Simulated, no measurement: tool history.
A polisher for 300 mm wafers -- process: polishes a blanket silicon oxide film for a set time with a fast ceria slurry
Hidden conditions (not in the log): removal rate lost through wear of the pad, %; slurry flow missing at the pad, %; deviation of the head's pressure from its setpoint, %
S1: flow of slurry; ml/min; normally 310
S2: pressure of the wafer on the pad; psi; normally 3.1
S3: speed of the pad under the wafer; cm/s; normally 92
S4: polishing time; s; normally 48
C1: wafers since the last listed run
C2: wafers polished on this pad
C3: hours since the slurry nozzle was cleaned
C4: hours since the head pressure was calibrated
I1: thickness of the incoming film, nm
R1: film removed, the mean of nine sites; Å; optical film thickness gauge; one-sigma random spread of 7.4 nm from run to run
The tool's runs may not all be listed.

run 1 hour=0 | S1=310 S2=3.1 S3=76 S4=48 | C1=0 C2=495 C3=375.9 C4=317.7 | I1=2162.4 | R1=5483
run 2 hour=12.5 | S1=310 S2=3.1 S3=76 S4=48 | C1=129 C2=624 C3=388.4 C4=330.2 | I1=2188.6 | R1=5519
run 3 hour=20.4 | S1=310 S2=3.1 S3=92 S4=48 | C1=81 C2=706 C3=396.3 C4=338.1 | I1=2171.6 | R1=6506
-- hour=27.9 worn pad replaced by a new one
run 4 hour=34.6 | S1=310 S2=3.1 S3=92 S4=48 | C1=105 C2=69 C3=410.5 C4=352.3 | I1=2124.1 | R1=7112
run 5 hour=50.1 | S1=310 S2=3.1 S3=92 S4=48 | C1=160 C2=230 C3=426 C4=367.8 | I1=2116.2 | R1=6843
run 6 hour=56.2 | S1=310 S2=3.1 S3=92 S4=48 | C1=63 C2=293 C3=432.1 C4=373.9 | I1=2133.1 | R1=6795
run 7 hour=63.4 | S1=310 S2=3.1 S3=92 S4=48 | C1=74 C2=368 C3=439.3 C4=381.1 | I1=2168 | R1=6763
run 8 hour=79.5 | S1=310 S2=3.1 S3=92 S4=48 | C1=167 C2=535 C3=455.4 C4=397.2 | I1=2112.1 | R1=6651
run 9 hour=86.8 | S1=310 S2=3.1 S3=92 S4=48 | C1=75 C2=610 C3=462.7 C4=404.5 | I1=2149.3 | R1=6489
run 10 hour=103.4 | S1=310 S2=3.3 S3=106 S4=48 | C1=172 C2=783 C3=479.3 C4=421.1 | I1=2143.6 | R1=7997
-- hour=108.3 slurry nozzle cleaned
run 11 hour=110.2 | S1=375 S2=3.1 S3=92 S4=48 | C1=60 C2=843 C3=1.9 C4=427.9 | I1=2149.5 | R1=6690
-- hour=121.4 worn pad replaced by a new one
run 12 hour=121.9 | S1=310 S2=3.1 S3=92 S4=48 | C1=79 C2=5 C3=13.6 C4=439.6 | I1=2193.6 | R1=7146
run 13 hour=135.7 | S1=400 S2=2.3 S3=92 S4=55 | C1=143 C2=148 C3=27.4 C4=453.4 | I1=2137.2 | R1=6151
run 14 hour=153.7 | S1=245 S2=2.2 S3=62 S4=48 | C1=186 C2=335 C3=45.4 C4=471.4 | I1=2118.9 | R1=3302
run 15 hour=168.2 | S1=275 S2=3.1 S3=92 S4=48 | C1=150 C2=485 C3=59.9 C4=485.9 | I1=2135.1 | R1=6502
run 16 hour=177.9 | S1=385 S2=3.1 S3=92 S4=48 | C1=100 C2=586 C3=69.6 C4=495.6 | I1=2161.2 | R1=6696
-- hour=190.7 head pressure recalibrated
run 17 hour=195.5 | S1=205 S2=4.1 S3=92 S4=48 | C1=161 C2=748 C3=87.2 C4=4.8 | I1=2163.1 | R1=7400
-- hour=204.2 worn pad replaced by a new one
run 18 hour=207.4 | S1=210 S2=3.1 S3=92 S4=48 | C1=81 C2=32 C3=99.1 C4=16.7 | I1=2172.9 | R1=6282
run 19 hour=224.7 | S1=385 S2=3.1 S3=92 S4=48 | C1=179 C2=212 C3=116.4 C4=34 | I1=2173.5 | R1=6418
run 20 hour=231.8 | S1=255 S2=4.2 S3=92 S4=48 | C1=73 C2=285 C3=123.5 C4=41.1 | I1=2154.5 | R1=8243
run 21 hour=238 | S1=310 S2=3.1 S3=92 S4=57 | C1=64 C2=350 C3=129.7 C4=47.3 | I1=2152.7 | R1=7380
run 22 hour=248.9 | S1=310 S2=2.2 S3=92 S4=48 | C1=113 C2=463 C3=140.6 C4=58.2 | I1=2149.6 | R1=4342

What was the tool's hidden state at every run in the log?
slurry flow missing at the pad, %: 0 on each run
H1: removal rate lost through wear of the pad, %
H2: deviation of the head's pressure from its setpoint, %
run=1 H1=10.8 H2=10.3
run=2 H1=11.6 H2=10.5
run=3 H1=12 H2=10.6
run=4 H1=2.66 H2=10.7
run=5 H1=6.76 H2=10.8
run=6 H1=7.86 H2=10.9
run=7 H1=8.88 H2=10.9
run=8 H1=10.4 H2=11.1
run=9 H1=10.9 H2=11.1
run=10 H1=11.5 H2=11.2
run=11 H1=11.7 H2=11.3
run=12 H1=1.76 H2=11.3
run=13 H1=6.41 H2=11.4
run=14 H1=9.91 H2=11.5
run=15 H1=11.5 H2=11.5
run=16 H1=12.2 H2=11.6
run=17 H1=13 H2=0.107
run=18 H1=2.35 H2=0.947
run=19 H1=7.39 H2=2.07
run=20 H1=8.71 H2=2.49
run=21 H1=9.63 H2=2.85
run=22 H1=10.8 H2=3.45
